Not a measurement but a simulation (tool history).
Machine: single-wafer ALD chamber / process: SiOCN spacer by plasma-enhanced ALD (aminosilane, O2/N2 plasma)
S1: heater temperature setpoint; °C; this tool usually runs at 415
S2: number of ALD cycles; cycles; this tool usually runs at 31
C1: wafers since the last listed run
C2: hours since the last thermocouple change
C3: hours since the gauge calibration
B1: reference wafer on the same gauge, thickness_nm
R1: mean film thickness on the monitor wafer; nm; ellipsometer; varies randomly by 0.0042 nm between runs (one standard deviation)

run,hour,S1,S2,C1,C2,C3,B1,R1
1,0.0,415,31,0,1375.5,166.2,1.771,1.675
2,10.4,415,31,60,1385.9,176.6,1.767,1.671
3,19.8,415,31,54,1395.3,186.0,1.770,1.667
4,30.9,415,31,64,1406.4,197.1,1.770,1.679
5,73.1,415,31,243,1448.6,239.3,1.769,1.670
# hour 84.7: thermocouple changed; heater temperature recalibrated
6,85.2,415,31,23,0.5,251.4,1.771,1.673
7,96.0,415,31,62,11.3,262.2,1.767,1.676
# hour 104.4: gauge calibrated
8,111.4,415,31,88,26.7,7.0,1.771,1.666
9,123.6,415,31,70,38.9,19.2,1.772,1.670
10,136.9,415,31,76,52.2,32.5,1.771,1.666
11,151.2,424,26,82,66.5,46.8,1.770,1.369
12,162.1,415,31,62,77.4,57.7,1.769,1.665
13,169.4,405,35,42,84.7,65.0,1.771,1.937
14,180.4,424,26,63,95.7,76.0,1.769,1.367
15,187.9,415,31,43,103.2,83.5,1.770,1.674
16,237.0,404,35,283,152.3,132.6,1.770,1.941
17,248.9,415,31,68,164.2,144.5,1.768,1.672

Run 18 has not been measured yet. What should we expect?
18,255.9,415,25,40,171.2,151.5,?,?

Run 18 measured B1 1.772, R1 1.341 nm.
Minus the tool's unlogged condition, the same run would have read R1 1.341 nm.
